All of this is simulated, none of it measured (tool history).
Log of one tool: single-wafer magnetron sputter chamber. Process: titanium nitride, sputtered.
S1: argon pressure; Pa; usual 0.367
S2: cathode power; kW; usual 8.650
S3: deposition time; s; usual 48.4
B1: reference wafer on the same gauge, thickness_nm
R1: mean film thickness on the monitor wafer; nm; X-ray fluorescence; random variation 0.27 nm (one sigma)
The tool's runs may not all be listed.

Run 1, hour 0.0: usual settings but S1 0.403 Pa, S2 9.100 kW; B1 89.275. Result: R1 77.507 nm.
At hour 32.0: gauge calibrated.
Run 2, hour 41.1: usual settings but S1 0.332 Pa; B1 89.212. Result: R1 75.221 nm.
Run 3, hour 108.8: usual settings; B1 89.254. Result: R1 74.093 nm.
At hour 125.7: sputter target and shields replaced.
Run 4, hour 140.5: usual settings; B1 89.198. Result: R1 76.307 nm.
Run 5, hour 189.4: usual settings; B1 89.219. Result: R1 74.858 nm.
Run 6, hour 223.8: usual settings; B1 89.125. Result: R1 73.952 nm.
Run 7, hour 292.8: usual settings; B1 89.220. Result: R1 73.923 nm.
At hour 313.5: sputter target and shields replaced.
Run 8, hour 369.3: usual settings; B1 89.201. Result: R1 75.996 nm.
Run 9, hour 418.9: usual settings; B1 89.366. Result: R1 74.574 nm.
At hour 458.4: magnet pack replaced.
Run 10, hour 458.9: usual settings but S2 10.250 kW; B1 89.249. Result: R1 87.145 nm.
Run 11, hour 501.5: usual settings; B1 89.296. Result: R1 74.015 nm.
At hour 529.6: sputter target and shields replaced.
Run 12, hour 538.8: usual settings; B1 89.124. Result: R1 77.704 nm.
Run 13, hour 585.2: usual settings but S1 0.441 Pa; B1 89.214. Result: R1 74.062 nm.
Run 14, hour 619.6: usual settings but S3 42.8 s; B1 89.160. Result: R1 66.713 nm.
Run 15, hour 679.2: usual settings but S3 52.4 s; B1 89.164. Result: R1 81.345 nm.
At hour 721.4: sputter target and shields replaced.
At hour 727.2: capacitance manometer re-zeroed and calibrated.
At hour 737.2: gauge calibrated.
Run 16, hour 747.2: usual settings but S2 10.250 kW; B1 89.322. Result: R1 88.253 nm.
Run 17, hour 792.0: usual settings; B1 89.234. Result: R1 74.426 nm.
Run 18, hour 842.2: usual settings; B1 89.163. Result: R1 73.671 nm.
Run 19, hour 886.9: usual settings but S1 0.424 Pa, S2 7.250 kW, S3 53.1 s; B1 89.182. Result: R1 67.426 nm.
At hour 900.5: sputter target and shields replaced.
Run 20, hour 913.2: usual settings; B1 89.212. Result: R1 75.580 nm.
Run 21, hour 953.5: usual settings but S2 7.200 kW, S3 51.4 s; B1 89.156. Result: R1 67.440 nm.
Run 22, hour 993.9: usual settings but S1 0.454 Pa, S2 7.150 kW, S3 55.2 s; B1 89.094. Result: R1 67.839 nm.
Run 23, hour 1020.8: usual settings but S1 0.271 Pa; B1 89.096. Result: R1 76.404 nm.

Forecast each of these 3 alternatives for the next run:
Run A, hour 1021.2: usual settings but S2 9.400 kW; B1 ?. Result: R1 ?.
Run B, hour 1021.2: usual settings but S1 0.429 Pa; B1 ?. Result: R1 ?.
Run C, hour 1021.2: usual settings but S2 7.950 kW, S3 57.9 s; B1 ?. Result: R1 ?.

run      B1      R1
  A  89.173  79.353
  B  89.173  71.640
  C  89.173  81.401
Without the tool's hidden state the same runs would have given:
run      R1
  A  83.339
  B  75.275
  C  85.489
